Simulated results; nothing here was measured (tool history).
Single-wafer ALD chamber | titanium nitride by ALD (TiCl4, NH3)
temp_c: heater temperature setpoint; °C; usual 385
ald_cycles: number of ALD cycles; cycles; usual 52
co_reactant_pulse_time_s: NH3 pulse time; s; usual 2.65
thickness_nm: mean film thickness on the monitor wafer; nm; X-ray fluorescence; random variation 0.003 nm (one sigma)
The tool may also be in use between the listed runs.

run,hour,temp_c,ald_cycles,co_reactant_pulse_time_s,"read-back reference wafer on the same gauge, thickness_nm",thickness_nm
1,0,385,52,2.65,1.24,1.222
2,178.9,385,52,3.49,1.243,1.232
3,216.4,385,52,3.49,1.222,1.216
4,280.5,385,52,3.49,1.229,1.224
5,313.3,385,52,2.65,1.231,1.212
6,358.1,385,52,2.65,1.236,1.217
7,418.6,385,52,2.65,1.238,1.22
8,455.2,385,52,2.65,1.239,1.229
9,522.9,385,52,2.65,1.242,1.227
10,581,385,52,3.45,1.243,1.238
11,627.4,385,52,2.65,1.243,1.227
12,658,385,52,2.65,1.244,1.23
13,698.2,399,42,2.65,1.243,1.002
14,728.9,400,62,3.38,1.244,1.487
15,775.1,389,59,3.36,1.217,1.376
16,839.3,379,52,2.05,1.223,1.193
17,905.3,398,44,3.58,1.227,1.042
18,975,385,52,2.65,1.234,1.218
19,1031.3,400,52,2.65,1.235,1.225

Not shown: 4 entries that the log had between the listed runs. Between which runs, and how does the tool's hidden state differ before and after?
Between runs 2 and 3: gauge calibrated (hour 216.2)
  gauge reads high (%): 1.95 -> 0.158
  measured less the result without the state, thickness_nm: +0.023 -> +0.002 nm
Between runs 8 and 9: thermocouple changed; heater temperature recalibrated (hour 492.8)
  gauge reads high (%): 1.59 -> 1.77
  measured less the result without the state, thickness_nm: +0.02 -> +0.022 nm
Between runs 10 and 11: showerhead replaced (hour 601.3)
  gauge reads high (%): 1.87 -> 1.94
  measured less the result without the state, thickness_nm: +0.023 -> +0.023 nm
Between runs 14 and 15: gauge calibrated (hour 772.4)
  gauge reads high (%): 2.04 -> -0.304
  measured less the result without the state, thickness_nm: +0.03 -> -0.004 nm
